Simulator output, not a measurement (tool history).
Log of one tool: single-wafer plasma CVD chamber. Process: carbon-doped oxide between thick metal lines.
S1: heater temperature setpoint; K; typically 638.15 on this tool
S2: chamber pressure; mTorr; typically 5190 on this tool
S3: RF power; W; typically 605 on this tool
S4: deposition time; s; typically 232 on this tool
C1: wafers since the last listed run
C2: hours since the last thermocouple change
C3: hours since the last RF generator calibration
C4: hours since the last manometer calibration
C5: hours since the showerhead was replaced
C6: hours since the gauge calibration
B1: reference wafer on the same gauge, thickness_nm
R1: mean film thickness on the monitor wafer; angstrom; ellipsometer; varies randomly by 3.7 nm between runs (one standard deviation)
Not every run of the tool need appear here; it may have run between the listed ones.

run,hour,S1,S2,S3,S4,C1,C2,C3,C4,C5,C6,B1,R1
1,0.0,632.15,5190,605,232,0,1832.3,2568.9,20.0,3719.5,674.0,1260.148,12089.39
2,23.9,632.15,5190,605,232,200,1856.2,2592.8,43.9,3743.4,697.9,1260.242,12033.37
3,32.9,632.15,5190,605,232,75,1865.2,2601.8,52.9,3752.4,706.9,1259.659,12069.32
4,43.6,652.15,5190,560,232,89,1875.9,2612.5,63.6,3763.1,717.6,1259.417,10913.94
# hour 47.9: gauge calibrated
# hour 55.4: thermocouple changed; heater temperature recalibrated
5,55.9,638.15,5190,605,232,36,0.5,2624.8,75.9,3775.4,8.0,1259.509,11800.67
# hour 85.5: RF generator calibrated
6,90.3,638.15,5190,605,270,221,34.9,4.8,110.3,3809.8,42.4,1260.779,14710.52
7,99.5,638.15,4000,605,232,77,44.1,14.0,119.5,3819.0,51.6,1259.581,12048.51
8,106.8,638.15,5190,605,232,61,51.4,21.3,126.8,3826.3,58.9,1260.358,12695.91
9,123.8,627.15,4820,665,259,142,68.4,38.3,143.8,3843.3,75.9,1260.635,15168.30
10,137.6,650.15,5190,540,232,115,82.2,52.1,157.6,3857.1,89.7,1259.171,11418.08
11,153.5,625.15,5190,605,232,133,98.1,68.0,173.5,3873.0,105.6,1259.181,13086.45
# hour 177.2: showerhead replaced
12,183.0,638.15,5190,605,232,180,127.6,97.5,203.0,5.8,135.1,1259.875,12634.70
13,193.7,638.15,4630,605,232,89,138.3,108.2,213.7,16.5,145.8,1260.760,12361.65
14,211.3,625.15,5190,605,232,147,155.9,125.8,231.3,34.1,163.4,1259.620,13077.96
15,222.1,638.15,5190,605,278,90,166.7,136.6,242.1,44.9,174.2,1262.268,15174.04
16,235.0,648.15,4240,570,269,108,179.6,149.5,255.0,57.8,187.1,1261.631,13189.46
17,245.5,630.15,5190,575,232,87,190.1,160.0,265.5,68.3,197.6,1260.069,12487.64
18,253.2,638.15,5190,605,232,64,197.8,167.7,273.2,76.0,205.3,1258.967,12558.67
19,270.7,638.15,5190,605,232,146,215.3,185.2,290.7,93.5,222.8,1259.855,12660.18
20,283.3,638.15,5190,605,232,105,227.9,197.8,303.3,106.1,235.4,1259.143,12635.24
21,300.2,653.15,5920,555,260,141,244.8,214.7,320.2,123.0,252.3,1260.295,13226.28
22,314.4,644.15,4490,605,232,118,259.0,228.9,334.4,137.2,266.5,1259.857,12174.69
23,329.1,638.15,5190,605,232,123,273.7,243.6,349.1,151.9,281.2,1261.197,12634.76
24,336.3,647.15,5190,550,187,60,280.9,250.8,356.3,159.1,288.4,1261.080,9389.05
25,350.7,649.15,6320,640,232,120,295.3,265.2,370.7,173.5,302.8,1258.550,13179.28
26,363.3,650.15,5970,540,260,105,307.9,277.8,383.3,186.1,315.4,1259.648,13080.09
27,380.7,638.15,5190,605,232,145,325.3,295.2,400.7,203.5,332.8,1260.762,12548.90

Below are 5 alternative next runs, each starting from the tool's condition after run 27. Predict each:
A,381.2,638.15,5190,535,232,4,325.8,295.7,401.2,204.0,333.3,?,?
B,381.2,643.15,4050,675,232,4,325.8,295.7,401.2,204.0,333.3,?,?
C,381.2,638.15,5970,515,188,4,325.8,295.7,401.2,204.0,333.3,?,?
D,381.2,633.15,4290,655,200,4,325.8,295.7,401.2,204.0,333.3,?,?
E,381.2,623.15,4550,605,232,4,325.8,295.7,401.2,204.0,333.3,?,?

run,B1,R1
A,1259.647,11691.19
B,1259.647,12804.97
C,1259.647,9446.40
D,1259.647,11233.31
E,1259.647,12875.88
Without the tool's hidden state the same runs would have given:
run,R1
A,11708.02
B,12822.33
C,9460.00
D,11248.54
E,12893.84

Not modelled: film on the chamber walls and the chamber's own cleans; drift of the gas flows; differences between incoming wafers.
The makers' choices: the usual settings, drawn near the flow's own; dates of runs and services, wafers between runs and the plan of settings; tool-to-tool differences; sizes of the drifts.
